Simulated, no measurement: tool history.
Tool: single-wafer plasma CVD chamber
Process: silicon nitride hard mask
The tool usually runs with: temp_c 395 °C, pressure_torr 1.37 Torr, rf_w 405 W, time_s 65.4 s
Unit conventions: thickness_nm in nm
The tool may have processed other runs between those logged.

run   hour  temp_c  pressure_torr  rf_w  time_s  wafers since the last listed run  hours since the last thermocouple change  hours since the last RF generator calibration  hours since the last manometer calibration  hours since the showerhead was replaced  hours since the gauge calibration  read-back reference wafer on the same gauge, thickness_nm  thickness_nm
  1    0.0     395           1.37   405    60.1                                 0                                    1028.1                                         1601.9                                       745.0                                   6735.4                              250.6                                                    102.895        80.973
  2   21.5     395           1.37   405    65.4                               246                                    1049.6                                         1623.4                                       766.5                                   6756.9                              272.1                                                    102.972        88.023
  3   99.9     395           1.37   405    65.4                               898                                    1128.0                                         1701.8                                       844.9                                   6835.3                              350.5                                                    103.445        88.437
  4  152.2     406           1.37   405    65.4                               599                                    1180.3                                         1754.1                                       897.2                                   6887.6                              402.8                                                    103.695        87.527
  5  169.1     406           1.37   405    65.4                               193                                    1197.2                                         1771.0                                       914.1                                   6904.5                              419.7                                                    103.684        88.164
  6  191.5     395           1.37   405    65.4                               256                                    1219.6                                         1793.4                                       936.5                                   6926.9                              442.1                                                    103.778        87.788
     217.3  -- showerhead replaced
  7  217.8     395           1.37   405    65.4                               209                                    1245.9                                         1819.7                                       962.8                                      0.5                              468.4                                                    103.860        88.487
  8  239.8     395           1.37   405    65.4                               252                                    1267.9                                         1841.7                                       984.8                                     22.5                              490.4                                                    103.896        88.574
  9  262.7     401           1.37   460    65.4                               262                                    1290.8                                         1864.6                                      1007.7                                     45.4                              513.3                                                    104.050        95.806
 10  291.7     401           1.37   460    65.4                               332                                    1319.8                                         1893.6                                      1036.7                                     74.4                              542.3                                                    104.185        96.330
 11  321.7     401           1.37   460    65.4                               343                                    1349.8                                         1923.6                                      1066.7                                    104.4                              572.3                                                    104.129        96.265
 12  352.0     395           1.10   405    65.4                               347                                    1380.1                                         1953.9                                      1097.0                                    134.7                              602.6                                                    104.179        80.644
 13  384.3     395           1.37   370    57.0                               370                                    1412.4                                         1986.2                                      1129.3                                    167.0                              634.9                                                    104.266        72.810
 14  412.8     410           1.37   405    74.2                               326                                    1440.9                                         2014.7                                      1157.8                                    195.5                              663.4                                                    104.302       100.615
     459.5  -- capacitance manometer re-zeroed and calibrated
 15  483.0     388           1.13   480    77.8                               713                                    1511.1                                         2084.9                                        23.5                                    265.7                              733.6                                                    104.410       108.487
 16  501.7     395           1.37   405    52.3                               214                                    1529.8                                         2103.6                                        42.2                                    284.4                              752.3                                                    104.425        71.258
 17  519.8     395           1.37   405    65.4                               207                                    1547.9                                         2121.7                                        60.3                                    302.5                              770.4                                                    104.496        89.597
 18  540.1     395           1.37   405    65.4                               232                                    1568.2                                         2142.0                                        80.6                                    322.8                              790.7                                                    104.419        89.001
 19  554.3     395           1.37   405    61.1                               162                                    1582.4                                         2156.2                                        94.8                                    337.0                              804.9                                                    104.529        83.697
 20  567.6     395           1.37   405    65.4                               152                                    1595.7                                         2169.5                                       108.1                                    350.3                              818.2                                                    104.454        88.826
     595.0  -- RF generator calibrated
     596.0  -- thermocouple changed; heater temperature recalibrated
 21  597.4     388           1.37   405    65.4                               238                                       1.4                                            2.4                                       137.9                                    380.1                              848.0                                                    104.508        89.192
 22  611.5     395           1.37   405    61.1                               161                                      15.5                                           16.5                                       152.0                                    394.2                              862.1                                                    104.513        83.094
     616.2  -- gauge calibrated
 23  641.6     395           1.25   455    73.7                               345                                      45.6                                           46.6                                       182.1                                    424.3                               25.4                                                    101.330       101.001
 24  663.8     395           1.37   405    65.4                               254                                      67.8                                           68.8                                       204.3                                    446.5                               47.6                                                    101.614        87.371
 25  695.5     395           1.37   405    65.4                               363                                      99.5                                          100.5                                       236.0                                    478.2                               79.3                                                    102.061        86.848
 26  796.0     402           1.37   405    65.4                              1152                                     200.0                                          201.0                                       336.5                                    578.7                              179.8                                                    102.843        87.096
 27  822.0     383           1.37   370    52.9                               298                                     226.0                                          227.0                                       362.5                                    604.7                              205.8                                                    103.053        66.507
 28  839.1     395           1.37   405    65.4                               196                                     243.1                                          244.1                                       379.6                                    621.8                              222.9                                                    103.190        88.416
 29  868.2     389           1.69   335    72.1                               333                                     272.2                                          273.2                                       408.7                                    650.9                              252.0                                                    103.374        92.423

Run-by-run hidden state of the tool:
wafer temperature above the value expected at the setpoint (K): 0 on each run
delivered RF power above the setpoint (%): 0 on each run
true pressure above the setpoint (%): 0 on each run
H1: gauge reads high (%)
run     H1
  1   2.29
  2   2.41
  3   2.79
  4      3
  5   3.06
  6   3.13
  7   3.22
  8   3.28
  9   3.34
 10   3.41
 11   3.48
 12   3.54
 13    3.6
 14   3.65
 15   3.75
 16   3.78
 17    3.8
 18   3.82
 19   3.84
 20   3.85
 21   3.88
 22   3.89
 23  0.793
 24   1.04
 25   1.37
 26   2.23
 27   2.41
 28   2.52
 29    2.7
